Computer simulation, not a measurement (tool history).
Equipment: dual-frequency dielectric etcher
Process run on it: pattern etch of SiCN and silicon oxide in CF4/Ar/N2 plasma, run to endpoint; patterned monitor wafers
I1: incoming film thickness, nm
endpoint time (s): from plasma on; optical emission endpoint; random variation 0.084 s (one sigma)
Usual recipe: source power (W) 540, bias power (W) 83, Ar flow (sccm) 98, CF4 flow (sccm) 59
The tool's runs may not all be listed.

{"run": 1, "hour": 0.0, "source power (W)": 490, "bias power (W)": 83, "Ar flow (sccm)": 98, "CF4 flow (sccm)": 59, "I1": 15.1, "endpoint time (s)": 14.6}
{"run": 2, "hour": 93.9, "source power (W)": 540, "bias power (W)": 83, "Ar flow (sccm)": 98, "CF4 flow (sccm)": 59, "I1": 15.14, "endpoint time (s)": 13.7}
{"run": 3, "hour": 201.6, "source power (W)": 540, "bias power (W)": 83, "Ar flow (sccm)": 98, "CF4 flow (sccm)": 59, "I1": 15.15, "endpoint time (s)": 13.5}
{"run": 4, "hour": 298.4, "source power (W)": 540, "bias power (W)": 83, "Ar flow (sccm)": 98, "CF4 flow (sccm)": 59, "I1": 15.04, "endpoint time (s)": 13.5}
{"run": 5, "hour": 337.6, "source power (W)": 540, "bias power (W)": 83, "Ar flow (sccm)": 98, "CF4 flow (sccm)": 59, "I1": 15.23, "endpoint time (s)": 13.8}
{"hour": 377.6, "done": "wet clean of the chamber"}
{"run": 6, "hour": 410.3, "source power (W)": 540, "bias power (W)": 83, "Ar flow (sccm)": 98, "CF4 flow (sccm)": 59, "I1": 15.17, "endpoint time (s)": 13.6}
{"run": 7, "hour": 517.2, "source power (W)": 540, "bias power (W)": 100, "Ar flow (sccm)": 90, "CF4 flow (sccm)": 52, "I1": 15.18, "endpoint time (s)": 12.6}
{"run": 8, "hour": 622.4, "source power (W)": 630, "bias power (W)": 83, "Ar flow (sccm)": 78, "CF4 flow (sccm)": 59, "I1": 15.13, "endpoint time (s)": 11.7}
{"run": 9, "hour": 665.8, "source power (W)": 640, "bias power (W)": 92, "Ar flow (sccm)": 115, "CF4 flow (sccm)": 59, "I1": 15.19, "endpoint time (s)": 11.3}
{"run": 10, "hour": 767.0, "source power (W)": 600, "bias power (W)": 83, "Ar flow (sccm)": 98, "CF4 flow (sccm)": 59, "I1": 15.19, "endpoint time (s)": 12.6}
{"run": 11, "hour": 805.7, "source power (W)": 540, "bias power (W)": 83, "Ar flow (sccm)": 98, "CF4 flow (sccm)": 47, "I1": 15.1, "endpoint time (s)": 14.6}
{"hour": 989.4, "done": "wet clean of the chamber"}
{"hour": 1070.3, "done": "Ar flow controller replaced"}
{"run": 12, "hour": 1103.9, "source power (W)": 540, "bias power (W)": 83, "Ar flow (sccm)": 98, "CF4 flow (sccm)": 51, "I1": 15.09, "endpoint time (s)": 14}
{"hour": 1233.4, "done": "bias power generator calibrated"}
{"run": 13, "hour": 1414.5, "source power (W)": 540, "bias power (W)": 83, "Ar flow (sccm)": 98, "CF4 flow (sccm)": 59, "I1": 15.15, "endpoint time (s)": 13.8}
{"run": 14, "hour": 1494.9, "source power (W)": 650, "bias power (W)": 83, "Ar flow (sccm)": 98, "CF4 flow (sccm)": 59, "I1": 15.06, "endpoint time (s)": 11.7}
{"hour": 1583.6, "done": "source power generator calibrated"}
{"run": 15, "hour": 1584.1, "source power (W)": 540, "bias power (W)": 83, "Ar flow (sccm)": 98, "CF4 flow (sccm)": 59, "I1": 14.99, "endpoint time (s)": 13.5}
{"hour": 1668.2, "done": "upper electrode replaced"}
{"run": 16, "hour": 1668.7, "source power (W)": 540, "bias power (W)": 83, "Ar flow (sccm)": 98, "CF4 flow (sccm)": 59, "I1": 15.08, "endpoint time (s)": 13.7}
{"hour": 1685.4, "done": "CF4 flow controller replaced"}
{"hour": 1720.5, "done": "wet clean of the chamber"}
{"run": 17, "hour": 1721.0, "source power (W)": 490, "bias power (W)": 62, "Ar flow (sccm)": 82, "CF4 flow (sccm)": 53, "I1": 15.04, "endpoint time (s)": 17.2}
{"run": 18, "hour": 1764.8, "source power (W)": 490, "bias power (W)": 92, "Ar flow (sccm)": 98, "CF4 flow (sccm)": 47, "I1": 15.19, "endpoint time (s)": 14.7}
{"run": 19, "hour": 1850.0, "source power (W)": 540, "bias power (W)": 83, "Ar flow (sccm)": 98, "CF4 flow (sccm)": 59, "I1": 15.18, "endpoint time (s)": 13.6}
{"run": 20, "hour": 2155.0, "source power (W)": 610, "bias power (W)": 83, "Ar flow (sccm)": 98, "CF4 flow (sccm)": 59, "I1": 15.01, "endpoint time (s)": 12.1}
{"run": 21, "hour": 2340.9, "source power (W)": 540, "bias power (W)": 94, "Ar flow (sccm)": 98, "CF4 flow (sccm)": 59, "I1": 15.15, "endpoint time (s)": 12.6}
{"run": 22, "hour": 2431.0, "source power (W)": 430, "bias power (W)": 68, "Ar flow (sccm)": 113, "CF4 flow (sccm)": 53, "I1": 15.26, "endpoint time (s)": 19.4}
{"hour": 2470.9, "done": "wet clean of the chamber"}
{"run": 23, "hour": 2471.9, "source power (W)": 540, "bias power (W)": 64, "Ar flow (sccm)": 98, "CF4 flow (sccm)": 59, "I1": 15.18, "endpoint time (s)": 15.7}

Here are 5 independent what-if runs from the current tool condition. What would each one return?
{"run": "A", "hour": 2472.3, "source power (W)": 540, "bias power (W)": 101, "Ar flow (sccm)": 98, "CF4 flow (sccm)": 59, "I1": 15.05, "endpoint time (s)": "?"}
{"run": "B", "hour": 2472.3, "source power (W)": 540, "bias power (W)": 77, "Ar flow (sccm)": 106, "CF4 flow (sccm)": 59, "I1": 15.05, "endpoint time (s)": "?"}
{"run": "C", "hour": 2472.3, "source power (W)": 630, "bias power (W)": 64, "Ar flow (sccm)": 88, "CF4 flow (sccm)": 59, "I1": 15.05, "endpoint time (s)": "?"}
{"run": "D", "hour": 2472.3, "source power (W)": 410, "bias power (W)": 70, "Ar flow (sccm)": 115, "CF4 flow (sccm)": 59, "I1": 15.05, "endpoint time (s)": "?"}
{"run": "E", "hour": 2472.3, "source power (W)": 540, "bias power (W)": 83, "Ar flow (sccm)": 114, "CF4 flow (sccm)": 59, "I1": 15.05, "endpoint time (s)": "?"}

run=A endpoint_time_(s)=12.1
run=B endpoint_time_(s)=14.1
run=C endpoint_time_(s)=13.5
run=D endpoint_time_(s)=19
run=E endpoint_time_(s)=13.7
Had the tool no hidden state, the same runs would have come out as:
run=A endpoint_time_(s)=12
run=B endpoint_time_(s)=14.1
run=C endpoint_time_(s)=13.5
run=D endpoint_time_(s)=19
run=E endpoint_time_(s)=13.6
